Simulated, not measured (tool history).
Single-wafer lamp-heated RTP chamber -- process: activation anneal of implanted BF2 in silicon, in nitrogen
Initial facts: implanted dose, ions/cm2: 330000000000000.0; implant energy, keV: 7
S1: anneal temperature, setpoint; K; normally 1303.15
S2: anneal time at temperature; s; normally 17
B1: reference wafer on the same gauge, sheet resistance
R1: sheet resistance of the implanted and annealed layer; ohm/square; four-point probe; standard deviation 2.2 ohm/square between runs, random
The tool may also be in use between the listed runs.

Run 1, hour 0: usual settings; B1 436.9. Result: R1 407.93 ohm/square.
Run 2, hour 40.5: usual settings; B1 436.68. Result: R1 406.68 ohm/square.
Run 3, hour 65.5: usual settings; B1 436.89. Result: R1 404.14 ohm/square.
Run 4, hour 123.5: usual settings but S1 1317.15 K, S2 12 s; B1 437.06. Result: R1 402.77 ohm/square.
At hour 137.4: pyrometer window cleaned and pyrometer calibrated.
Run 5, hour 170.4: usual settings but S1 1317.15 K, S2 12 s; B1 437.15. Result: R1 398.68 ohm/square.
At hour 193.5: reflector plate cleaned.
Run 6, hour 237.9: usual settings; B1 437.13. Result: R1 411.93 ohm/square.
Run 7, hour 307.5: usual settings; B1 437.27. Result: R1 407.3 ohm/square.
Run 8, hour 346.2: usual settings; B1 437.02. Result: R1 405.43 ohm/square.
Run 9, hour 393.2: usual settings; B1 437.5. Result: R1 402.78 ohm/square.
At hour 442.5: pyrometer window cleaned and pyrometer calibrated.
Run 10, hour 443: usual settings; B1 437.67. Result: R1 406.83 ohm/square.
At hour 455.9: gauge calibrated.
Run 11, hour 470.7: usual settings; B1 436.73. Result: R1 408.43 ohm/square.
At hour 603.3: reflector plate cleaned.
Run 12, hour 606.2: usual settings; B1 436.84. Result: R1 410.03 ohm/square.
Run 13, hour 639.9: usual settings; B1 437.11. Result: R1 412.58 ohm/square.
At hour 709: pyrometer window cleaned and pyrometer calibrated.
Run 14, hour 709.5: usual settings but S1 1327.15 K, S2 23 s; B1 437.2. Result: R1 371.91 ohm/square.
Run 15, hour 745.6: usual settings but S1 1327.15 K, S2 24 s; B1 436.72. Result: R1 375.22 ohm/square.
Run 16, hour 781.2: usual settings but S1 1327.15 K, S2 8 s; B1 437.22. Result: R1 404.32 ohm/square.
Run 17, hour 806.4: usual settings; B1 437.32. Result: R1 409.64 ohm/square.
Run 18, hour 874.4: usual settings; B1 436.6. Result: R1 404.91 ohm/square.
Run 19, hour 930.5: usual settings; B1 437.33. Result: R1 403.95 ohm/square.
At hour 963.9: pyrometer window cleaned and pyrometer calibrated.
Run 20, hour 981.1: usual settings but S1 1273.15 K, S2 22 s; B1 436.94. Result: R1 432.94 ohm/square.
Run 21, hour 1042.2: usual settings but S1 1323.15 K; B1 437.13. Result: R1 387.24 ohm/square.
At hour 1050.9: reflector plate cleaned.
Run 22, hour 1086.2: usual settings but S1 1330.15 K, S2 13 s; B1 436.96. Result: R1 390.61 ohm/square.
At hour 1213.2: pyrometer window cleaned and pyrometer calibrated.
Run 23, hour 1225.1: usual settings but S1 1332.15 K, S2 27 s; B1 436.62. Result: R1 364.7 ohm/square.
Run 24, hour 1251.2: usual settings; B1 437.42. Result: R1 406.46 ohm/square.
Run 25, hour 1321.7: usual settings but S1 1317.15 K, S2 8 s; B1 436.77. Result: R1 415.84 ohm/square.
Run 26, hour 1346: usual settings; B1 437.19. Result: R1 402.7 ohm/square.

Each row is a separate what-if for the run after 26, all from the same tool condition, not one after another. Results?
Run A, hour 1346.4: usual settings; B1 ?. Result: R1 ?.
Run B, hour 1346.4: usual settings but S1 1329.15 K, S2 13 s; B1 ?. Result: R1 ?.
Run C, hour 1346.4: usual settings but S1 1320.15 K, S2 24 s; B1 ?. Result: R1 ?.
Run D, hour 1346.4: usual settings but S1 1313.15 K, S2 13 s; B1 ?. Result: R1 ?.

run      B1      R1
  A  436.92  402.31
  B  436.92  385.94
  C  436.92  374.89
  D  436.92  400.73
The same runs, with their run-to-run variation unchanged, on a tool lacking any hidden condition would have given:
run      R1
  A  410.61
  B  392.62
  C  381.37
  D  408.17
